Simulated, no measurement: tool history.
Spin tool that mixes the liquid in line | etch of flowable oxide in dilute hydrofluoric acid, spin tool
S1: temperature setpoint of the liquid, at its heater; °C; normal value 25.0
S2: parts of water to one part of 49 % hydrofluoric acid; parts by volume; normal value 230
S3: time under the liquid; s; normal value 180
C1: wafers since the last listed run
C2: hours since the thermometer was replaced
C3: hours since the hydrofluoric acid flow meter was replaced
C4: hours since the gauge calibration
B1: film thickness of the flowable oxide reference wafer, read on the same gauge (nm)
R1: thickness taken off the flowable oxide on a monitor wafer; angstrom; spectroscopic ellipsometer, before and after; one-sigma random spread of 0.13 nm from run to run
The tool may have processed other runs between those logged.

{"run": 1, "day": 0.0, "S1": 25.0, "S2": 230, "S3": 180, "C1": 0, "C2": 1028.6, "C3": 1888.2, "C4": 423.1, "B1": 70.01, "R1": 231.7}
{"run": 2, "day": 0.538, "S1": 25.0, "S2": 230, "S3": 180, "C1": 66, "C2": 1041.5, "C3": 1901.1, "C4": 436.0, "B1": 69.99, "R1": 232.3}
{"run": 3, "day": 1.425, "S1": 25.0, "S2": 230, "S3": 180, "C1": 109, "C2": 1062.8, "C3": 1922.4, "C4": 457.3, "B1": 69.97, "R1": 232.4}
{"run": 4, "day": 1.992, "S1": 25.0, "S2": 230, "S3": 180, "C1": 70, "C2": 1076.4, "C3": 1936.0, "C4": 470.9, "B1": 70.02, "R1": 231.7}
{"run": 5, "day": 3.417, "S1": 25.0, "S2": 230, "S3": 180, "C1": 176, "C2": 1110.6, "C3": 1970.2, "C4": 505.1, "B1": 70.04, "R1": 232.4}
{"run": 6, "day": 4.504, "S1": 25.0, "S2": 230, "S3": 180, "C1": 134, "C2": 1136.7, "C3": 1996.3, "C4": 531.2, "B1": 69.93, "R1": 230.9}
{"run": 7, "day": 5.95, "S1": 25.0, "S2": 230, "S3": 180, "C1": 178, "C2": 1171.4, "C3": 2031.0, "C4": 565.9, "B1": 70.02, "R1": 234.5}
{"run": 8, "day": 6.588, "S1": 25.0, "S2": 230, "S3": 180, "C1": 78, "C2": 1186.7, "C3": 2046.3, "C4": 581.2, "B1": 69.99, "R1": 236.7}
{"run": 9, "day": 7.992, "S1": 25.0, "S2": 230, "S3": 180, "C1": 173, "C2": 1220.4, "C3": 2080.0, "C4": 614.9, "B1": 70.01, "R1": 234.3}
{"run": 10, "day": 9.396, "S1": 25.0, "S2": 230, "S3": 180, "C1": 173, "C2": 1254.1, "C3": 2113.7, "C4": 648.6, "B1": 69.98, "R1": 235.6}
{"run": 11, "day": 10.333, "S1": 25.0, "S2": 230, "S3": 180, "C1": 116, "C2": 1276.6, "C3": 2136.2, "C4": 671.1, "B1": 69.95, "R1": 232.1}
{"run": 12, "day": 11.354, "S1": 25.0, "S2": 295, "S3": 180, "C1": 126, "C2": 1301.1, "C3": 2160.7, "C4": 695.6, "B1": 69.97, "R1": 170.0}
{"run": 13, "day": 12.612, "S1": 25.0, "S2": 295, "S3": 180, "C1": 155, "C2": 1331.3, "C3": 2190.9, "C4": 725.8, "B1": 70.02, "R1": 172.4}
{"run": 14, "day": 13.946, "S1": 25.0, "S2": 230, "S3": 125, "C1": 165, "C2": 1363.3, "C3": 2222.9, "C4": 757.8, "B1": 69.97, "R1": 163.1}
{"day": 14.15, "done": "gauge calibrated"}
{"run": 15, "day": 15.038, "S1": 23.5, "S2": 230, "S3": 180, "C1": 135, "C2": 1389.5, "C3": 2249.1, "C4": 21.3, "B1": 70.01, "R1": 224.1}
{"run": 16, "day": 16.25, "S1": 26.5, "S2": 230, "S3": 180, "C1": 150, "C2": 1418.6, "C3": 2278.2, "C4": 50.4, "B1": 70.04, "R1": 247.4}
{"run": 17, "day": 18.979, "S1": 25.0, "S2": 230, "S3": 180, "C1": 337, "C2": 1484.1, "C3": 2343.7, "C4": 115.9, "B1": 70.0, "R1": 237.0}
{"run": 18, "day": 20.033, "S1": 28.0, "S2": 295, "S3": 100, "C1": 130, "C2": 1509.4, "C3": 2369.0, "C4": 141.2, "B1": 70.0, "R1": 106.2}
{"day": 20.796, "done": "thermometer replaced"}
{"run": 19, "day": 20.875, "S1": 25.0, "S2": 230, "S3": 180, "C1": 99, "C2": 1.9, "C3": 2389.2, "C4": 161.4, "B1": 70.0, "R1": 215.2}
{"day": 20.962, "done": "hydrofluoric acid flow meter replaced"}
{"run": 20, "day": 21.792, "S1": 21.0, "S2": 200, "S3": 140, "C1": 108, "C2": 23.9, "C3": 19.9, "C4": 183.4, "B1": 70.01, "R1": 171.7}
{"run": 21, "day": 23.112, "S1": 25.0, "S2": 275, "S3": 180, "C1": 163, "C2": 55.6, "C3": 51.6, "C4": 215.1, "B1": 69.97, "R1": 173.3}
{"run": 22, "day": 24.008, "S1": 23.0, "S2": 230, "S3": 180, "C1": 110, "C2": 77.1, "C3": 73.1, "C4": 236.6, "B1": 70.02, "R1": 201.7}
{"run": 23, "day": 25.267, "S1": 23.5, "S2": 140, "S3": 270, "C1": 155, "C2": 107.3, "C3": 103.3, "C4": 266.8, "B1": 69.98, "R1": 551.6}
{"run": 24, "day": 26.238, "S1": 29.0, "S2": 230, "S3": 100, "C1": 120, "C2": 130.6, "C3": 126.6, "C4": 290.1, "B1": 69.97, "R1": 139.2}
{"run": 25, "day": 27.258, "S1": 25.0, "S2": 170, "S3": 180, "C1": 126, "C2": 155.1, "C3": 151.1, "C4": 314.6, "B1": 69.99, "R1": 315.0}
{"run": 26, "day": 27.775, "S1": 30.0, "S2": 175, "S3": 180, "C1": 63, "C2": 167.5, "C3": 163.5, "C4": 327.0, "B1": 69.99, "R1": 362.7}
{"run": 27, "day": 28.946, "S1": 30.0, "S2": 230, "S3": 225, "C1": 144, "C2": 195.6, "C3": 191.6, "C4": 355.1, "B1": 69.98, "R1": 324.0}
{"run": 28, "day": 29.888, "S1": 20.5, "S2": 265, "S3": 230, "C1": 116, "C2": 218.2, "C3": 214.2, "C4": 377.7, "B1": 70.02, "R1": 197.9}
{"run": 29, "day": 30.412, "S1": 25.0, "S2": 230, "S3": 180, "C1": 64, "C2": 230.8, "C3": 226.8, "C4": 390.3, "B1": 70.02, "R1": 217.1}
{"run": 30, "day": 32.704, "S1": 21.0, "S2": 195, "S3": 90, "C1": 283, "C2": 285.8, "C3": 281.8, "C4": 445.3, "B1": 69.99, "R1": 114.8}
{"run": 31, "day": 33.912, "S1": 30.0, "S2": 175, "S3": 180, "C1": 149, "C2": 314.8, "C3": 310.8, "C4": 474.3, "B1": 70.0, "R1": 367.6}

What will run 32 give?
{"run": 32, "day": 34.846, "S1": 25.0, "S2": 155, "S3": 180, "C1": 115, "C2": 337.2, "C3": 333.2, "C4": 496.7, "B1": "?", "R1": "?"}

Run 32 gave B1 70.03, R1 352.3 angstrom.
The same run, on a tool lacking any hidden state, would have yielded R1 344.3 angstrom.
